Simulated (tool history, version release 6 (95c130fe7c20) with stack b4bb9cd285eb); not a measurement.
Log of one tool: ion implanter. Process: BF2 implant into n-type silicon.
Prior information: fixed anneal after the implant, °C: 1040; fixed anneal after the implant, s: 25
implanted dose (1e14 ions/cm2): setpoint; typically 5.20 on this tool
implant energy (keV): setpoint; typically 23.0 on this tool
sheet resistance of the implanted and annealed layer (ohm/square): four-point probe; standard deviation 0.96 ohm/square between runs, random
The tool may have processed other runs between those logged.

run   hour  implanted dose (1e14 ions/cm2)  implant energy (keV)  wafers since the last listed run  hours since the last dose calibration  hours since the extraction supply was calibrated  hours since the gauge calibration  read-back reference wafer on the same gauge, sheet resistance  sheet resistance of the implanted and annealed layer (ohm/square)
  1    0.0                            5.20                  23.0                                 0                                  714.3                                            4451.8                              117.6                                                         225.83                                                             226.51
  2   16.4                            5.20                  23.0                               374                                  730.7                                            4468.2                              134.0                                                         225.73                                                             225.12
  3   27.0                            5.20                  23.0                               242                                  741.3                                            4478.8                              144.6                                                         226.10                                                             226.50
  4   45.0                            5.20                  23.0                               411                                  759.3                                            4496.8                              162.6                                                         226.01                                                             224.18
  5   61.7                            5.20                  23.0                               381                                  776.0                                            4513.5                              179.3                                                         225.87                                                             224.47
  6   74.7                            5.20                  23.0                               296                                  789.0                                            4526.5                              192.3                                                         225.77                                                             223.37
  7   82.1                            5.20                  23.0                               169                                  796.4                                            4533.9                              199.7                                                         225.81                                                             223.44
  8   92.9                            5.20                  23.0                               246                                  807.2                                            4544.7                              210.5                                                         226.20                                                             223.82
  9  105.4                            6.07                  23.0                               285                                  819.7                                            4557.2                              223.0                                                         225.98                                                             197.74
 10  123.1                            6.07                  23.0                               404                                  837.4                                            4574.9                              240.7                                                         226.10                                                             198.56
 11  136.4                            6.07                  23.0                               303                                  850.7                                            4588.2                              254.0                                                         226.24                                                             198.24
 12  150.2                            4.85                  23.0                               315                                  864.5                                            4602.0                              267.8                                                         226.02                                                             235.20
 13  159.5                            5.20                  23.0                               212                                  873.8                                            4611.3                              277.1                                                         225.71                                                             222.39
     200.4  -- extraction supply calibrated
 14  204.5                            5.20                  23.0                               845                                  918.8                                               4.1                              322.1                                                         225.77                                                             223.51
     212.5  -- gauge calibrated
 15  220.7                            5.20                  23.0                               370                                  935.0                                              20.3                                8.2                                                         226.31                                                             220.03
 16  235.0                            5.20                  23.0                               326                                  949.3                                              34.6                               22.5                                                         226.19                                                             222.87
 17  243.8                            5.20                  23.0                               200                                  958.1                                              43.4                               31.3                                                         226.32                                                             222.72
 18  251.3                            6.42                  19.5                               171                                  965.6                                              50.9                               38.8                                                         226.00                                                             192.70
 19  266.3                            5.20                  23.0                               342                                  980.6                                              65.9                               53.8                                                         225.76                                                             222.60
     281.1  -- Faraday cup replaced and dose calibrated
 20  281.6                            4.57                  18.0                               166                                    0.5                                              81.2                               69.1                                                         225.78                                                             264.57
 21  289.8                            5.20                  23.0                               187                                    8.7                                              89.4                               77.3                                                         226.09                                                             230.55
 22  299.7                            5.20                  15.5                               226                                   18.6                                              99.3                               87.2                                                         226.14                                                             241.30
 23  311.1                            5.20                  23.0                               260                                   30.0                                             110.7                               98.6                                                         225.87                                                             230.79
 24  321.1                            4.22                  17.0                               228                                   40.0                                             120.7                              108.6                                                         226.07                                                             280.98
 25  330.6                            4.36                  19.5                               216                                   49.5                                             130.2                              118.1                                                         226.25                                                             271.59
 26  340.0                            6.16                  30.5                               214                                   58.9                                             139.6                              127.5                                                         226.04                                                             194.94
 27  356.7                            4.19                  18.0                               381                                   75.6                                             156.3                              144.2                                                         226.11                                                             281.93
 28  370.0                            5.20                  23.0                               303                                   88.9                                             169.6                              157.5                                                         226.11                                                             231.62
 29  384.1                            3.81                  23.0                               322                                  103.0                                             183.7                              171.6                                                         226.25                                                             298.58
 30  400.8                            5.61                  27.5                               381                                  119.7                                             200.4                              188.3                                                         226.16                                                             213.95
 31  409.4                            4.39                  16.0                               196                                  128.3                                             209.0                              196.9                                                         226.04                                                             274.81
 32  419.9                            5.20                  17.0                               239                                  138.8                                             219.5                              207.4                                                         225.79                                                             237.99
 33  429.5                            4.74                  17.5                               219                                  148.4                                             229.1                              217.0                                                         226.02                                                             257.41
 34  440.4                            5.20                  23.0                               248                                  159.3                                             240.0                              227.9                                                         225.82                                                             230.42
 35  453.6                            3.65                  23.0                               301                                  172.5                                             253.2                              241.1                                                         225.92                                                             310.56
 36  460.9                            5.20                  23.0                               166                                  179.8                                             260.5                              248.4                                                         226.00                                                             229.76
 37  467.4                            5.20                  30.5                               148                                  186.3                                             267.0                              254.9                                                         225.98                                                             225.13
 38  477.7                            5.20                  23.0                               235                                  196.6                                             277.3                              265.2                                                         226.10                                                             229.87

Results for each run, recomputed without the tool's hidden state and with each run's random variation untouched:
Hidden conditions of the tool in this case: deviation of the true dose from the Faraday cup's reading, %; deviation of the true energy from its setpoint, %; gauge reads high (%).
run  sheet resistance of the implanted and annealed layer (ohm/square)
  1                                                             231.21
  2                                                             230.03
  3                                                             231.61
  4                                                             229.50
  5                                                             230.06
  6                                                             229.14
  7                                                             229.34
  8                                                             229.90
  9                                                             203.12
 10                                                             204.22
 11                                                             204.09
 12                                                             242.69
 13                                                             229.57
 14                                                             231.53
 15                                                             228.23
 16                                                             231.44
 17                                                             231.45
 18                                                             199.68
 19                                                             231.77
 20                                                             264.44
 21                                                             230.44
 22                                                             241.19
 23                                                             230.69
 24                                                             280.87
 25                                                             271.49
 26                                                             194.88
 27                                                             281.87
 28                                                             231.59
 29                                                             298.58
 30                                                             213.99
 31                                                             274.88
 32                                                             238.08
 33                                                             257.55
 34                                                             230.58
 35                                                             310.85
 36                                                             229.99
 37                                                             225.39
 38                                                             230.17
